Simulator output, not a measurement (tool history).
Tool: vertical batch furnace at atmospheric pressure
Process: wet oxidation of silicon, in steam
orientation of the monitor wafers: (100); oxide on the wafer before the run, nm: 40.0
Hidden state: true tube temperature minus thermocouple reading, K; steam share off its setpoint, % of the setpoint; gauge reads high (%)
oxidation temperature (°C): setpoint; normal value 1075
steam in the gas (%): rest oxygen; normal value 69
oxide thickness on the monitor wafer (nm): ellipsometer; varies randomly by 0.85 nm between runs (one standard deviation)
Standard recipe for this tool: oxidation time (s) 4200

run	hour	oxidation temperature (°C)	oxidation time (s)	steam in the gas (%)	wafers since the last listed run	hours since the last temperature calibration	hours since the steam generator was serviced	hours since the gauge calibration	read-back reference wafer on the same gauge, thickness	oxide thickness on the monitor wafer (nm)
1	0.0	1093	4200	69	0	3196.1	810.1	350.3	598.98	609.89
2	21.1	1075	4200	69	218	3217.2	831.2	371.4	599.07	568.48
3	56.5	1075	4200	69	367	3252.6	866.6	406.8	599.08	567.56
4	85.6	1075	3780	69	302	3281.7	895.7	435.9	598.94	534.90
5	99.9	1075	3780	69	148	3296.0	910.0	450.2	599.08	534.05
6	121.1	1075	4200	69	220	3317.2	931.2	471.4	598.99	565.96
7	154.9	1075	4200	69	350	3351.0	965.0	505.2	599.11	566.80
8	172.3	1075	4200	69	180	3368.4	982.4	522.6	599.03	565.77
9	194.0	1075	4200	69	225	3390.1	1004.1	544.3	598.69	564.88
10	218.7	1075	4200	69	256	3414.8	1028.8	569.0	599.30	563.72
11	232.9	1075	4200	69	147	3429.0	1043.0	583.2	598.92	564.28
12	266.7	1075	2880	65	350	3462.8	1076.8	617.0	599.01	439.99
13	283.4	1075	2880	65	173	3479.5	1093.5	633.7	599.02	439.42
14	311.5	1075	4200	69	291	3507.6	1121.6	661.8	598.77	563.29
15	324.5	1075	4200	69	134	3520.6	1134.6	674.8	599.13	563.62
16	356.1	1075	4200	69	327	3552.2	1166.2	706.4	598.88	564.93
17	386.7	1075	4200	69	317	3582.8	1196.8	737.0	598.86	562.26
18	405.7	1096	4200	69	197	3601.8	1215.8	756.0	599.25	610.69
19	432.6	1075	4200	69	279	3628.7	1242.7	782.9	598.99	562.51
# hour 471.7: thermocouples replaced and temperature profile calibrated
20	472.2	1085	2670	64	161	0.5	1282.3	822.5	599.01	422.88
# hour 473.8: gauge calibrated
21	538.9	1067	3000	59	692	67.2	1349.0	65.1	599.02	395.02
22	553.7	1087	6180	63	153	82.0	1363.8	79.9	598.84	679.58
23	572.3	1075	4200	77	193	100.6	1382.4	98.5	598.81	582.37
24	590.8	1075	5730	69	192	119.1	1400.9	117.0	599.00	651.51
25	603.1	1086	4200	69	127	131.4	1413.2	129.3	599.23	571.56
# hour 630.2: steam generator serviced
26	630.7	1075	4200	69	37	159.0	0.5	156.9	598.92	566.24
27	654.3	1069	5910	62	244	182.6	24.1	180.5	598.88	628.37
28	677.9	1075	3540	80	244	206.2	47.7	204.1	598.86	558.15
29	710.3	1051	5370	79	336	238.6	80.1	236.5	599.03	630.33
30	724.5	1067	3000	59	147	252.8	94.3	250.7	598.97	410.43
31	756.1	1075	4200	69	327	284.4	125.9	282.3	599.08	565.64
32	788.3	1075	4200	69	334	316.6	158.1	314.5	599.12	565.53
33	810.8	1075	4200	69	233	339.1	180.6	337.0	598.95	565.09
34	823.8	1095	2730	69	134	352.1	193.6	350.0	599.07	481.62
35	853.0	1075	4200	69	303	381.3	222.8	379.2	598.98	566.19

Describe how what the log doesn't record of the tool's condition differs between the last listed run preceding each entry between runs and the first listed run following it.
Logged between run 19 and run 20: thermocouples replaced and temperature profile calibrated (hour 471.7)
  true tube temperature minus thermocouple reading, K: 5.79 -> 0.285; steam share off its setpoint, % of the setpoint: -5.98 -> -6.23
  the result without the hidden state subtracted from the measured one, oxide thickness on the monitor wafer (nm): -5.60 -> -15.38
Logged between run 20 and run 21: gauge calibrated (hour 473.8)
  true tube temperature minus thermocouple reading, K: 0.285 -> 0.388; steam share off its setpoint, % of the setpoint: -6.23 -> -6.67
  the result without the hidden state subtracted from the measured one, oxide thickness on the monitor wafer (nm): -15.38 -> -15.61
Logged between run 25 and run 26: steam generator serviced (hour 630.2)
  true tube temperature minus thermocouple reading, K: 0.487 -> 0.53; steam share off its setpoint, % of the setpoint: -7.11 -> -1.24
  the result without the hidden state subtracted from the measured one, oxide thickness on the monitor wafer (nm): -23.03 -> -2.72
